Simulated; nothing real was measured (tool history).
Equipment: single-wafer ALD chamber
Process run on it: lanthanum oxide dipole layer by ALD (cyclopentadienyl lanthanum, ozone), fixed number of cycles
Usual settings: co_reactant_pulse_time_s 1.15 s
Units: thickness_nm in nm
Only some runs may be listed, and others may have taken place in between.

| run | hour | co_reactant_pulse_time_s | read-back reference wafer on the same gauge, thickness_nm | thickness_nm |
|---|---|---|---|---|
| 1 | 0 | 0.82 | 0.462 | 0.466 |
| 2 | 73.2 | 0.82 | 0.462 | 0.464 |
| 3 | 368.1 | 1.15 | 0.462 | 0.527 |
| 4 | 449.3 | 1.34 | 0.462 | 0.549 |
| 5 | 530.4 | 1.34 | 0.462 | 0.549 |
| 6 | 598.5 | 1.34 | 0.462 | 0.545 |
|  | 661.8 | ozone generator serviced |
| 7 | 704.2 | 1.15 | 0.462 | 0.534 |
| 8 | 775.2 | 1.15 | 0.462 | 0.534 |
| 9 | 830.8 | 1.15 | 0.462 | 0.535 |
| 10 | 870.9 | 1.15 | 0.462 | 0.535 |
| 11 | 973.2 | 0.92 | 0.462 | 0.492 |
| 12 | 1048 | 0.92 | 0.462 | 0.492 |
|  | 1103.6 | gauge calibrated |
| 13 | 1129.9 | 1.15 | 0.462 | 0.532 |
|  | 1155.9 | thermocouple changed; heater temperature recalibrated |
| 14 | 1168.2 | 1.28 | 0.462 | 0.547 |
| 15 | 1273.3 | 0.76 | 0.462 | 0.447 |
|  | 1349 | showerhead replaced |
| 16 | 1378.9 | 0.81 | 0.462 | 0.459 |
| 17 | 1433.5 | 1.15 | 0.462 | 0.529 |
| 18 | 1496.3 | 1.44 | 0.462 | 0.558 |
| 19 | 1592 | 0.73 | 0.462 | 0.432 |
| 20 | 1634.6 | 1.58 | 0.462 | 0.566 |
| 21 | 1728.1 | 1.37 | 0.462 | 0.549 |
| 22 | 1789.1 | 1.46 | 0.462 | 0.557 |
|  | 1858.1 | ozone generator serviced |
| 23 | 1975.3 | 0.96 | 0.462 | 0.501 |
| 24 | 2014.3 | 1.49 | 0.462 | 0.567 |
| 25 | 2268.1 | 1.15 | 0.462 | 0.529 |
| 26 | 2320.1 | 1.49 | 0.462 | 0.564 |

Estimate the outcome of run 27 from the log above:
| 27 | 2369.2 | 1 | ? | ? |

{"run 27": {"read-back reference wafer on the same gauge, thickness_nm": 0.462, "thickness_nm": 0.506}}
On a tool with no hidden condition, and with the same random variation, this run would have come out at thickness_nm 0.513 nm.
